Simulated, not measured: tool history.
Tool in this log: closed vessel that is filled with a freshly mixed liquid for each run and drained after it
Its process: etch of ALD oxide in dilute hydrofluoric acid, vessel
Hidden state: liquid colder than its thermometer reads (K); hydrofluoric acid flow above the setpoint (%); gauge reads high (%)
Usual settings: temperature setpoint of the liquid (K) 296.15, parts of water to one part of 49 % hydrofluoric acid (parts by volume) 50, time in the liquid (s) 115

| run | day | temperature setpoint of the liquid (K) | parts of water to one part of 49 % hydrofluoric acid (parts by volume) | time in the liquid (s) | wafers since the last listed run | hours since the thermometer was replaced | hours since the hydrofluoric acid flow meter was replaced | hours since the gauge calibration | read-back film thickness of the ALD oxide reference wafer, read on the same gauge (nm) | thickness taken off the ALD oxide on a monitor wafer (angstrom) |
|---|---|---|---|---|---|---|---|---|---|---|
| 1 | 0 | 296.15 | 35 | 115 | 0 | 1037.7 | 384 | 320.9 | 39.97 | 438.5 |
| 2 | 4.388 | 296.15 | 50 | 85 | 12225 | 1143 | 489.3 | 426.2 | 40 | 223.3 |
| 3 | 6.954 | 296.15 | 50 | 85 | 7151 | 1204.6 | 550.9 | 487.8 | 40.01 | 219.3 |
| 4 | 9.746 | 296.15 | 50 | 85 | 7778 | 1271.6 | 617.9 | 554.8 | 39.99 | 218.1 |
| 5 | 12.508 | 296.15 | 50 | 115 | 7697 | 1337.9 | 684.2 | 621.1 | 40.01 | 296.5 |
|  | 13.283 | hydrofluoric acid flow meter replaced |
| 6 | 16.1 | 296.15 | 50 | 115 | 9891 | 1424.1 | 67.6 | 707.3 | 39.99 | 298.7 |
| 7 | 17.975 | 296.15 | 50 | 115 | 5224 | 1469.1 | 112.6 | 752.3 | 40.05 | 299.4 |
| 8 | 21.925 | 296.15 | 50 | 115 | 11005 | 1563.9 | 207.4 | 847.1 | 40.01 | 296 |
| 9 | 30.067 | 296.15 | 50 | 115 | 22685 | 1759.3 | 402.8 | 1042.5 | 40 | 298.5 |
| 10 | 32.325 | 296.15 | 50 | 115 | 6292 | 1813.5 | 457 | 1096.7 | 40 | 291.4 |
|  | 35.308 | thermometer replaced |
| 11 | 36.154 | 296.15 | 50 | 115 | 10553 | 20.3 | 548.9 | 1188.6 | 40 | 310.5 |
| 12 | 40.05 | 299.65 | 50 | 115 | 10855 | 113.8 | 642.4 | 1282.1 | 40 | 354.2 |
|  | 41.583 | hydrofluoric acid flow meter replaced |
| 13 | 41.996 | 296.15 | 50 | 115 | 5305 | 160.5 | 9.9 | 1328.8 | 39.98 | 309.1 |
| 14 | 44.796 | 296.15 | 50 | 115 | 7801 | 227.7 | 77.1 | 1396 | 40.01 | 308 |
| 15 | 48.288 | 296.15 | 50 | 115 | 9728 | 311.5 | 160.9 | 1479.8 | 39.99 | 310.9 |
| 16 | 51.933 | 296.15 | 50 | 115 | 10158 | 399 | 248.4 | 1567.3 | 40.04 | 302.8 |
| 17 | 54.633 | 297.65 | 50 | 115 | 7523 | 463.8 | 313.2 | 1632.1 | 40.01 | 328 |
|  | 57.154 | gauge calibrated |
| 18 | 58.725 | 292.15 | 60 | 185 | 11400 | 562 | 411.4 | 37.7 | 40.03 | 340.2 |
| 19 | 61.229 | 296.15 | 50 | 115 | 6977 | 622.1 | 471.5 | 97.8 | 40.02 | 309.4 |
| 20 | 64.688 | 296.15 | 40 | 50 | 9636 | 705.1 | 554.5 | 180.8 | 39.98 | 169 |
| 21 | 67.075 | 296.15 | 50 | 115 | 6652 | 762.4 | 611.8 | 238.1 | 39.98 | 305.7 |

For run 22, what comes out?
| 22 | 68.604 | 293.65 | 55 | 115 | 4260 | 799.1 | 648.5 | 274.8 | ? | ? |

{"run 22": {"read-back film thickness of the ALD oxide reference wafer, read on the same gauge (nm)": 39.97, "thickness taken off the ALD oxide on a monitor wafer (angstrom)": 247.6}}
Take away the tool's hidden state, keep the run-to-run variation as it was, and the same run would have given thickness taken off the ALD oxide on a monitor wafer (angstrom) 253.3.

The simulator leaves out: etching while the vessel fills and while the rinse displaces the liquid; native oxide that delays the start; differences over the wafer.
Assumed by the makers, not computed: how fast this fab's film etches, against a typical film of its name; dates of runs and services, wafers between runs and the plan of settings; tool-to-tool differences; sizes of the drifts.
